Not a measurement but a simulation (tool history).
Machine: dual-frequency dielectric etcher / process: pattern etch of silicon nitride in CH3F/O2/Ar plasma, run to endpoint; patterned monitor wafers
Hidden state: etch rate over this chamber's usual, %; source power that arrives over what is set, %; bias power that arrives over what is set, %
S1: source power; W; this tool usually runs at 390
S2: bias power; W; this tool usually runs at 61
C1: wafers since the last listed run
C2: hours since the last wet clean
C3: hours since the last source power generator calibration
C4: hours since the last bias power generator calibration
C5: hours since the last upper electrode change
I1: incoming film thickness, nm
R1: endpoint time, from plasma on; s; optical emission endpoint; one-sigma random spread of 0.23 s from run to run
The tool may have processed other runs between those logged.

Run 1, hour 0: usual settings; C1 0; C2 291.6; C3 4142.1; C4 4245.2; C5 2575.5; I1 19.86. Result: R1 29.9 s.
Run 2, hour 6.8: usual settings but S1 350 W, S2 65 W; C1 113; C2 298.4; C3 4148.9; C4 4252; C5 2582.3; I1 20.04. Result: R1 30.7 s.
Run 3, hour 22.9: usual settings; C1 268; C2 314.5; C3 4165; C4 4268.1; C5 2598.4; I1 19.87. Result: R1 30.3 s.
Run 4, hour 36.8: usual settings; C1 231; C2 328.4; C3 4178.9; C4 4282; C5 2612.3; I1 19.77. Result: R1 30.1 s.
Run 5, hour 45.9: usual settings; C1 151; C2 337.5; C3 4188; C4 4291.1; C5 2621.4; I1 19.92. Result: R1 30.2 s.
Run 6, hour 58.5: usual settings but S1 310 W; C1 210; C2 350.1; C3 4200.6; C4 4303.7; C5 2634; I1 20.01. Result: R1 32.4 s.
Run 7, hour 71: usual settings but S1 310 W; C1 208; C2 362.6; C3 4213.1; C4 4316.2; C5 2646.5; I1 20.06. Result: R1 32.8 s.
Run 8, hour 81.7: usual settings; C1 178; C2 373.3; C3 4223.8; C4 4326.9; C5 2657.2; I1 19.98. Result: R1 30.5 s.
Run 9, hour 90.4: usual settings but S1 420 W, S2 70 W; C1 145; C2 382; C3 4232.5; C4 4335.6; C5 2665.9; I1 19.72. Result: R1 28 s.
At hour 115.1: bias power generator calibrated.
At hour 121.9: wet clean of the chamber.
At hour 122.6: source power generator calibrated.
Run 10, hour 123.1: usual settings but S1 360 W, S2 64 W; C1 353; C2 1.2; C3 0.5; C4 8; C5 2698.6; I1 19.73. Result: R1 30.3 s.
Run 11, hour 123.5: usual settings but S1 360 W, S2 64 W; C1 6; C2 1.6; C3 0.9; C4 8.4; C5 2699; I1 19.92. Result: R1 30.7 s.
Run 12, hour 131.8: usual settings; C1 138; C2 9.9; C3 9.2; C4 16.7; C5 2707.3; I1 19.83. Result: R1 30 s.
At hour 163.1: upper electrode replaced.
Run 13, hour 163.6: usual settings but S2 72 W; C1 130; C2 41.7; C3 41; C4 48.5; C5 0.5; I1 19.93. Result: R1 28.8 s.
Run 14, hour 163.9: usual settings but S2 72 W; C1 5; C2 42; C3 41.3; C4 48.8; C5 0.8; I1 19.83. Result: R1 28.6 s.
Run 15, hour 167.3: usual settings but S1 440 W; C1 56; C2 45.4; C3 44.7; C4 52.2; C5 4.2; I1 19.83. Result: R1 29.3 s.
Run 16, hour 177.7: usual settings but S1 360 W; C1 173; C2 55.8; C3 55.1; C4 62.6; C5 14.6; I1 19.85. Result: R1 30.5 s.
Run 17, hour 187: usual settings but S1 480 W, S2 67 W; C1 155; C2 65.1; C3 64.4; C4 71.9; C5 23.9; I1 19.81. Result: R1 27.7 s.
Run 18, hour 203.4: usual settings but S1 340 W; C1 273; C2 81.5; C3 80.8; C4 88.3; C5 40.3; I1 19.74. Result: R1 31.2 s.
Run 19, hour 211.2: usual settings but S1 350 W; C1 130; C2 89.3; C3 88.6; C4 96.1; C5 48.1; I1 19.79. Result: R1 31 s.
Run 20, hour 224.7: usual settings but S1 290 W, S2 47 W; C1 225; C2 102.8; C3 102.1; C4 109.6; C5 61.6; I1 19.96. Result: R1 35.8 s.
Run 21, hour 232.3: usual settings but S2 72 W; C1 126; C2 110.4; C3 109.7; C4 117.2; C5 69.2; I1 19.95. Result: R1 28.8 s.
Run 22, hour 244: usual settings but S1 450 W, S2 73 W; C1 195; C2 122.1; C3 121.4; C4 128.9; C5 80.9; I1 20.06. Result: R1 27.5 s.
Run 23, hour 254.6: usual settings but S1 360 W, S2 51 W; C1 176; C2 132.7; C3 132; C4 139.5; C5 91.5; I1 20.01. Result: R1 32.7 s.
Run 24, hour 260.9: usual settings but S1 450 W; C1 105; C2 139; C3 138.3; C4 145.8; C5 97.8; I1 19.95. Result: R1 28.8 s.
Run 25, hour 276.8: usual settings but S2 68 W; C1 265; C2 154.9; C3 154.2; C4 161.7; C5 113.7; I1 19.85. Result: R1 29.2 s.
Run 26, hour 291.8: usual settings but S1 350 W; C1 250; C2 169.9; C3 169.2; C4 176.7; C5 128.7; I1 19.53. Result: R1 30.8 s.
Run 27, hour 305.7: usual settings but S2 48 W; C1 231; C2 183.8; C3 183.1; C4 190.6; C5 142.6; I1 20.03. Result: R1 32.6 s.
Run 28, hour 312.3: usual settings; C1 110; C2 190.4; C3 189.7; C4 197.2; C5 149.2; I1 20.09. Result: R1 31 s.
Run 29, hour 329: usual settings but S1 330 W, S2 74 W; C1 278; C2 207.1; C3 206.4; C4 213.9; C5 165.9; I1 19.76. Result: R1 29.9 s.
Run 30, hour 339.3: usual settings but S2 50 W; C1 171; C2 217.4; C3 216.7; C4 224.2; C5 176.2; I1 19.87. Result: R1 32.6 s.

Describe how what the log doesn't record of the tool's condition differs between the last listed run preceding each entry between runs and the first listed run following it.
In the gap between runs 9 and 10: bias power generator calibrated (hour 115.1); wet clean of the chamber (hour 121.9); source power generator calibrated (hour 122.6)
  nothing in the hidden state changes from one run to the other
In the gap between runs 12 and 13: upper electrode replaced (hour 163.1)
  nothing in the hidden state changes from one run to the other

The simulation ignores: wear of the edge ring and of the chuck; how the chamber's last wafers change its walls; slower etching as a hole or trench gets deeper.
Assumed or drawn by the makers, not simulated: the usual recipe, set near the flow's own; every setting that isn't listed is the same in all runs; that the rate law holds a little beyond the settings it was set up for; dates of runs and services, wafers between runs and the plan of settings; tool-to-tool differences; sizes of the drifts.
